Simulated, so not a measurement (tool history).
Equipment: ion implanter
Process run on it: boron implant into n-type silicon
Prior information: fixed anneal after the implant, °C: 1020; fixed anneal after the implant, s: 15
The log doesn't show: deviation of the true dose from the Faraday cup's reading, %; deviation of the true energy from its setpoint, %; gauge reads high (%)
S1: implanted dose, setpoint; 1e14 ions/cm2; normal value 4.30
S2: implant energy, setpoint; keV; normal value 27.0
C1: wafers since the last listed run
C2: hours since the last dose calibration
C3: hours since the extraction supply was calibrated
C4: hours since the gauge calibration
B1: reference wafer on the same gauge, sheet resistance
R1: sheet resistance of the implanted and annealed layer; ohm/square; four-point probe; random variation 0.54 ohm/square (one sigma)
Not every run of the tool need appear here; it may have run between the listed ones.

| run | hour | S1 | S2 | C1 | C2 | C3 | C4 | B1 | R1 |
|---|---|---|---|---|---|---|---|---|---|
| 1 | 0.0 | 3.77 | 34.5 | 0 | 284.0 | 1870.3 | 735.8 | 225.05 | 238.17 |
| 2 | 92.8 | 4.30 | 23.0 | 3119 | 376.8 | 1963.1 | 828.6 | 224.71 | 225.70 |
| 3 | 174.4 | 4.30 | 23.0 | 2743 | 458.4 | 2044.7 | 910.2 | 224.72 | 226.32 |
| 4 | 238.8 | 4.30 | 27.0 | 2165 | 522.8 | 2109.1 | 974.6 | 224.90 | 222.38 |
|  | 317.1 | gauge calibrated |
| 5 | 346.3 | 5.11 | 27.0 | 3613 | 630.3 | 2216.6 | 29.2 | 224.79 | 194.19 |
| 6 | 385.2 | 5.11 | 27.0 | 1307 | 669.2 | 2255.5 | 68.1 | 224.93 | 195.61 |
|  | 429.1 | Faraday cup replaced and dose calibrated |
| 7 | 445.8 | 4.30 | 21.5 | 1768 | 16.7 | 2316.1 | 128.7 | 224.89 | 224.41 |
|  | 463.5 | extraction supply calibrated |
| 8 | 524.9 | 4.30 | 21.0 | 2390 | 95.8 | 61.4 | 207.8 | 225.18 | 225.75 |
| 9 | 582.2 | 5.26 | 20.0 | 1926 | 153.1 | 118.7 | 265.1 | 225.01 | 192.22 |
| 10 | 658.6 | 4.30 | 19.5 | 2568 | 229.5 | 195.1 | 341.5 | 224.69 | 228.82 |
| 11 | 719.9 | 3.37 | 19.0 | 2060 | 290.8 | 256.4 | 402.8 | 224.91 | 277.76 |
| 12 | 761.5 | 4.30 | 33.5 | 1398 | 332.4 | 298.0 | 444.4 | 224.92 | 215.54 |
| 13 | 830.4 | 5.11 | 27.0 | 2316 | 401.3 | 366.9 | 513.3 | 224.80 | 191.82 |
| 14 | 931.6 | 3.18 | 32.0 | 3402 | 502.5 | 468.1 | 614.5 | 224.79 | 278.83 |

Predict each of these 4 candidate next runs independently; none follows another, all start after run 14:
| A | 932.0 | 3.05 | 27.0 | 13 | 502.9 | 468.5 | 614.9 | ? | ? |
| B | 932.0 | 3.09 | 19.5 | 13 | 502.9 | 468.5 | 614.9 | ? | ? |
| C | 932.0 | 4.76 | 32.5 | 13 | 502.9 | 468.5 | 614.9 | ? | ? |
| D | 932.0 | 3.73 | 19.5 | 13 | 502.9 | 468.5 | 614.9 | ? | ? |

| run | B1 | R1 |
|---|---|---|
| A | 225.30 | 293.06 |
| B | 225.30 | 300.05 |
| C | 225.30 | 200.45 |
| D | 225.30 | 257.95 |
Without the tool's unlogged condition, the same runs would have read:
| run | R1 |
|---|---|
| A | 288.81 |
| B | 295.67 |
| C | 197.47 |
| D | 254.19 |

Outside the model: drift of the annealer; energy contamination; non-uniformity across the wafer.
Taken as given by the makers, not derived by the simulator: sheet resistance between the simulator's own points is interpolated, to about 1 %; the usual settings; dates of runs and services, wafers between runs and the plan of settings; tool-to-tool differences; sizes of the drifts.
